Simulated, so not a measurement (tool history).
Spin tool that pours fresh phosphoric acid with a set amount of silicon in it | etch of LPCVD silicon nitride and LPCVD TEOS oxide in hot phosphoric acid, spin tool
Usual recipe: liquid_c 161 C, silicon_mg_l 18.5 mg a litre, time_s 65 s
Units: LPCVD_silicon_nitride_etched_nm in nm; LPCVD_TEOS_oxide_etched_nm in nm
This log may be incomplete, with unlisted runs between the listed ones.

| run | hour | liquid_c | silicon_mg_l | time_s | wafers since the last listed run | hours since the thermometer was replaced | hours since the dissolved silicon flow meter was replaced | hours since the heated supply line was repaired | hours since the gauge calibration | read-back film thickness of the LPCVD silicon nitride reference wafer, read on the same gauge (nm) | read-back film thickness of the LPCVD TEOS oxide reference wafer, read on the same gauge (nm) | LPCVD_silicon_nitride_etched_nm | LPCVD_TEOS_oxide_etched_nm |
|---|---|---|---|---|---|---|---|---|---|---|---|---|---|
| 1 | 0 | 161 | 18.5 | 65 | 0 | 1324.7 | 496.1 | 2549.5 | 127.7 | 149.98 | 99.999 | 5.42 | 0.133 |
| 2 | 8.1 | 161 | 18.5 | 65 | 92 | 1332.8 | 504.2 | 2557.6 | 135.8 | 150.01 | 100.004 | 5.4 | 0.142 |
| 3 | 21.5 | 161 | 18.5 | 65 | 153 | 1346.2 | 517.6 | 2571 | 149.2 | 150 | 99.981 | 5.37 | 0.158 |
| 4 | 30 | 161 | 18.5 | 65 | 97 | 1354.7 | 526.1 | 2579.5 | 157.7 | 149.99 | 99.993 | 5.37 | 0.145 |
| 5 | 44 | 161 | 18.5 | 65 | 160 | 1368.7 | 540.1 | 2593.5 | 171.7 | 150.02 | 99.995 | 5.35 | 0.112 |
| 6 | 61.7 | 161 | 18.5 | 65 | 202 | 1386.4 | 557.8 | 2611.2 | 189.4 | 149.98 | 99.994 | 5.38 | 0.152 |
|  | 72.1 | gauge calibrated |
| 7 | 77.7 | 161 | 18.5 | 65 | 183 | 1402.4 | 573.8 | 2627.2 | 5.6 | 150 | 99.98 | 5.38 | 0.133 |
| 8 | 86.5 | 161 | 18.5 | 65 | 100 | 1411.2 | 582.6 | 2636 | 14.4 | 150.01 | 100.002 | 5.37 | 0.11 |
| 9 | 100.5 | 161 | 18.5 | 65 | 160 | 1425.2 | 596.6 | 2650 | 28.4 | 149.99 | 100.004 | 5.38 | 0.149 |
| 10 | 112.6 | 158.5 | 30.5 | 45 | 138 | 1437.3 | 608.7 | 2662.1 | 40.5 | 150 | 100.003 | 3.37 | 0.049 |
| 11 | 122 | 159 | 18.5 | 65 | 107 | 1446.7 | 618.1 | 2671.5 | 49.9 | 150.01 | 99.968 | 5.03 | 0.117 |
| 12 | 134.3 | 162 | 33.5 | 45 | 140 | 1459 | 630.4 | 2683.8 | 62.2 | 150.02 | 100.019 | 3.85 | 0.056 |
| 13 | 142.1 | 163.5 | 11.5 | 25 | 89 | 1466.8 | 638.2 | 2691.6 | 70 | 150.01 | 99.988 | 2.25 | 0.073 |
|  | 145.7 | heated supply line repaired |
|  | 151.5 | thermometer replaced |
| 14 | 156.6 | 161 | 18.5 | 65 | 143 | 5.1 | 652.7 | 10.9 | 84.5 | 150 | 100.02 | 5.99 | 0.169 |
| 15 | 169.3 | 161 | 18.5 | 65 | 145 | 17.8 | 665.4 | 23.6 | 97.2 | 150.02 | 99.973 | 5.98 | 0.171 |
| 16 | 179 | 161 | 5 | 105 | 111 | 27.5 | 675.1 | 33.3 | 106.9 | 150 | 100.014 | 9.74 | 0.421 |
| 17 | 189.2 | 159.5 | 18.5 | 30 | 116 | 37.7 | 685.3 | 43.5 | 117.1 | 149.97 | 100.012 | 2.62 | 0.073 |
|  | 201.2 | dissolved silicon flow meter replaced |
| 18 | 207 | 161 | 18.5 | 65 | 192 | 55.5 | 5.8 | 61.3 | 134.9 | 150.02 | 100.004 | 5.98 | 0.167 |
| 19 | 224.6 | 161 | 18.5 | 65 | 201 | 73.1 | 23.4 | 78.9 | 152.5 | 149.99 | 100.01 | 5.96 | 0.183 |
| 20 | 235.2 | 164 | 18.5 | 65 | 121 | 83.7 | 34 | 89.5 | 163.1 | 149.97 | 100.008 | 6.6 | 0.252 |
| 21 | 254.1 | 161 | 22.5 | 65 | 216 | 102.6 | 52.9 | 108.4 | 182 | 149.98 | 99.998 | 5.94 | 0.153 |
| 22 | 262.6 | 161 | 12.5 | 50 | 97 | 111.1 | 61.4 | 116.9 | 190.5 | 149.98 | 100.01 | 4.56 | 0.159 |

For each run, the measured value with the value that run would have given without the tool's hidden condition subtracted. The run-to-run variation is shared by both, the gauge scatter possibly not:
Hidden state present: liquid colder than its thermometer reads (K); dissolved silicon flow below the setpoint (%); temperature lost on the way to the wafer (K); gauge reads high (%).
| run | LPCVD_silicon_nitride_etched_nm | LPCVD_TEOS_oxide_etched_nm |
|---|---|---|
| 1 | -0.75 | -0.044 |
| 2 | -0.76 | -0.047 |
| 3 | -0.76 | -0.053 |
| 4 | -0.76 | -0.049 |
| 5 | -0.76 | -0.038 |
| 6 | -0.77 | -0.051 |
| 7 | -0.77 | -0.046 |
| 8 | -0.77 | -0.038 |
| 9 | -0.78 | -0.051 |
| 10 | -0.51 | -0.018 |
| 11 | -0.75 | -0.041 |
| 12 | -0.56 | -0.02 |
| 13 | -0.32 | -0.025 |
| 14 | -0.15 | -0.01 |
| 15 | -0.16 | -0.01 |
| 16 | -0.26 | -0.025 |
| 17 | -0.07 | -0.005 |
| 18 | -0.17 | -0.011 |
| 19 | -0.18 | -0.012 |
| 20 | -0.19 | -0.016 |
| 21 | -0.19 | -0.01 |
| 22 | -0.14 | -0.012 |
